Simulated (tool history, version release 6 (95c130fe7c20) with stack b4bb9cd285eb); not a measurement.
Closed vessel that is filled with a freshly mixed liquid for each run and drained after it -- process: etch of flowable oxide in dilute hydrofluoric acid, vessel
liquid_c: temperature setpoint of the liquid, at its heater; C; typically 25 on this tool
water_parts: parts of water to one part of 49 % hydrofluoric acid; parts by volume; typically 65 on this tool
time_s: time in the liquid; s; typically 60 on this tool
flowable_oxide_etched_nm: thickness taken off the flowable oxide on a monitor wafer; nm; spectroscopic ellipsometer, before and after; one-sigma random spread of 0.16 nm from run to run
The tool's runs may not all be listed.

run   hour  liquid_c  water_parts  time_s  wafers since the last listed run  hours since the thermometer was replaced  hours since the hydrofluoric acid flow meter was replaced  hours since the gauge calibration  read-back film thickness of the flowable oxide reference wafer, read on the same gauge (nm)  flowable_oxide_etched_nm
  1      0        25           65      60                                 0                                    2424.1                                                     1728.7                               38.3                                                                                          140                     33.12
  2    7.9        25           65      60                               844                                      2432                                                     1736.6                               46.2                                                                                       139.99                      32.9
  3     16        25           65      60                               865                                    2440.1                                                     1744.7                               54.3                                                                                       139.97                     33.22
  4   26.3        25           65      40                              1100                                    2450.4                                                       1755                               64.6                                                                                       139.99                     22.14
  5   37.8        25           55      60                              1228                                    2461.9                                                     1766.5                               76.1                                                                                       140.03                     39.59
  6   51.8        25           55      60                              1495                                    2475.9                                                     1780.5                               90.1                                                                                          140                     39.73
  7   69.3        25           55      60                              1869                                    2493.4                                                       1798                              107.6                                                                                       140.03                      39.6
  8   80.9        25           85      60                              1239                                      2505                                                     1809.6                              119.2                                                                                       139.96                     24.41
  9   89.8        25           85      60                               950                                    2513.9                                                     1818.5                              128.1                                                                                       139.97                     24.45
 10  106.3        25           85      60                              1762                                    2530.4                                                       1835                              144.6                                                                                          140                     24.36
 11  120.1        23           65      60                              1474                                    2544.2                                                     1848.8                              158.4                                                                                       139.99                     30.29
 12  135.8        25           65      60                              1677                                    2559.9                                                     1864.5                              174.1                                                                                       140.01                     32.98
 13  148.5        23           65      90                              1356                                    2572.6                                                     1877.2                              186.8                                                                                       140.01                     45.46
     163.4  -- hydrofluoric acid flow meter replaced
 14  164.1        28           75      45                              1559                                    2588.2                                                        0.7                              202.4                                                                                       140.02                      26.1
     167.4  -- thermometer replaced
     172.1  -- gauge calibrated
 15  178.4        25           40      60                              1420                                        11                                                         15                                6.3                                                                                       139.97                     60.81
 16  193.9      20.5           85      45                              1656                                      26.5                                                       30.5                               21.8                                                                                       139.99                     16.81
 17  209.8        25           45      60                              1698                                      42.4                                                       46.4                               37.7                                                                                       139.98                     53.65
 18  224.8        25           80      85                              1602                                      57.4                                                       61.4                               52.7                                                                                       140.01                      40.7
 19    241      23.5           40      75                              1730                                      73.6                                                       77.6                               68.9                                                                                          140                     71.14
 20  256.6      29.5           65      60                              1666                                      89.2                                                       93.2                               84.5                                                                                       139.99                     43.05
 21  267.7        25           45      60                              1185                                     100.3                                                      104.3                               95.6                                                                                       139.97                     53.35
 22  282.7      21.5           95      60                              1602                                     115.3                                                      119.3                              110.6                                                                                       140.02                     20.63
 23  307.4        25           65      60                              2638                                       140                                                        144                              135.3                                                                                       140.04                     35.98
 24  320.5        25           55      70                              1399                                     153.1                                                      157.1                              148.4                                                                                       139.95                     50.16

Predict each of these 4 candidate next runs independently; none follows another, all start after run 24:
  A  321.2        25           65      60                                74                                     153.8                                                      157.8                              149.1                                                                                            ?                         ?
  B  321.2        21           75      90                                74                                     153.8                                                      157.8                              149.1                                                                                            ?                         ?
  C  321.2        25           65      30                                74                                     153.8                                                      157.8                              149.1                                                                                            ?                         ?
  D  321.2        25           40      45                                74                                     153.8                                                      157.8                              149.1                                                                                            ?                         ?

run  read-back film thickness of the flowable oxide reference wafer, read on the same gauge (nm)  flowable_oxide_etched_nm
  A                                                                                       140.03                     35.88
  B                                                                                       140.03                     39.11
  C                                                                                       140.03                     17.94
  D                                                                                       140.03                     45.27
Take away the tool's hidden state, keep each run's random variation, and the runs would have read:
run  flowable_oxide_etched_nm
  A                     36.96
  B                     40.29
  C                     18.48
  D                     46.59
